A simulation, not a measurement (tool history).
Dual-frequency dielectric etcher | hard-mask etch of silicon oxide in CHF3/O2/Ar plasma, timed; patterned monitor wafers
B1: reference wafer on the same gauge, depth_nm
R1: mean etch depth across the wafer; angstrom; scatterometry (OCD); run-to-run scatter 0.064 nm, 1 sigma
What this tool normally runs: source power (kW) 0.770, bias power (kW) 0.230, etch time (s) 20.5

{"run": 1, "hour": 0.0, "source power (kW)": 0.77, "bias power (kW)": 0.23, "etch time (s)": 20.5, "B1": 38.0, "R1": 423.5}
{"hour": 40.8, "done": "wet clean of the chamber"}
{"run": 2, "hour": 41.3, "source power (kW)": 0.77, "bias power (kW)": 0.23, "etch time (s)": 20.5, "B1": 38.01, "R1": 427.0}
{"run": 3, "hour": 41.6, "source power (kW)": 0.77, "bias power (kW)": 0.2, "etch time (s)": 17.0, "B1": 38.0, "R1": 335.2}
{"run": 4, "hour": 41.9, "source power (kW)": 0.72, "bias power (kW)": 0.23, "etch time (s)": 18.0, "B1": 38.01, "R1": 361.0}
{"run": 5, "hour": 46.3, "source power (kW)": 0.72, "bias power (kW)": 0.23, "etch time (s)": 18.0, "B1": 37.99, "R1": 359.7}
{"run": 6, "hour": 57.3, "source power (kW)": 0.72, "bias power (kW)": 0.23, "etch time (s)": 18.0, "B1": 38.0, "R1": 360.4}
{"run": 7, "hour": 65.1, "source power (kW)": 0.77, "bias power (kW)": 0.23, "etch time (s)": 20.5, "B1": 38.0, "R1": 424.8}
{"hour": 70.3, "done": "source power generator calibrated"}
{"hour": 115.5, "done": "upper electrode replaced"}
{"run": 8, "hour": 116.0, "source power (kW)": 0.77, "bias power (kW)": 0.23, "etch time (s)": 20.5, "B1": 38.0, "R1": 425.8}
{"run": 9, "hour": 116.3, "source power (kW)": 0.77, "bias power (kW)": 0.23, "etch time (s)": 20.5, "B1": 38.01, "R1": 426.1}
{"run": 10, "hour": 116.6, "source power (kW)": 0.94, "bias power (kW)": 0.287, "etch time (s)": 14.5, "B1": 37.99, "R1": 362.9}
{"hour": 137.0, "done": "gauge calibrated"}
{"run": 11, "hour": 149.9, "source power (kW)": 0.71, "bias power (kW)": 0.198, "etch time (s)": 20.5, "B1": 37.99, "R1": 384.8}
{"run": 12, "hour": 165.0, "source power (kW)": 0.87, "bias power (kW)": 0.23, "etch time (s)": 17.5, "B1": 38.01, "R1": 386.3}
{"run": 13, "hour": 172.3, "source power (kW)": 0.72, "bias power (kW)": 0.23, "etch time (s)": 18.0, "B1": 37.99, "R1": 359.9}
{"run": 14, "hour": 179.1, "source power (kW)": 0.77, "bias power (kW)": 0.203, "etch time (s)": 20.5, "B1": 38.0, "R1": 406.6}
{"hour": 192.2, "done": "bias power generator calibrated"}
{"run": 15, "hour": 196.6, "source power (kW)": 0.77, "bias power (kW)": 0.23, "etch time (s)": 20.5, "B1": 38.0, "R1": 424.7}
{"run": 16, "hour": 213.5, "source power (kW)": 0.77, "bias power (kW)": 0.263, "etch time (s)": 20.5, "B1": 38.0, "R1": 447.1}
{"run": 17, "hour": 220.0, "source power (kW)": 0.77, "bias power (kW)": 0.208, "etch time (s)": 15.5, "B1": 37.99, "R1": 309.6}

Predict the results of run 18:
{"run": 18, "hour": 262.9, "source power (kW)": 0.63, "bias power (kW)": 0.198, "etch time (s)": 20.5, "B1": "?", "R1": "?"}

B1: 38.00
R1: 359.4 angstrom
On a tool with no hidden condition, and with the same random variation, this run would have come out at R1 360.4 angstrom.
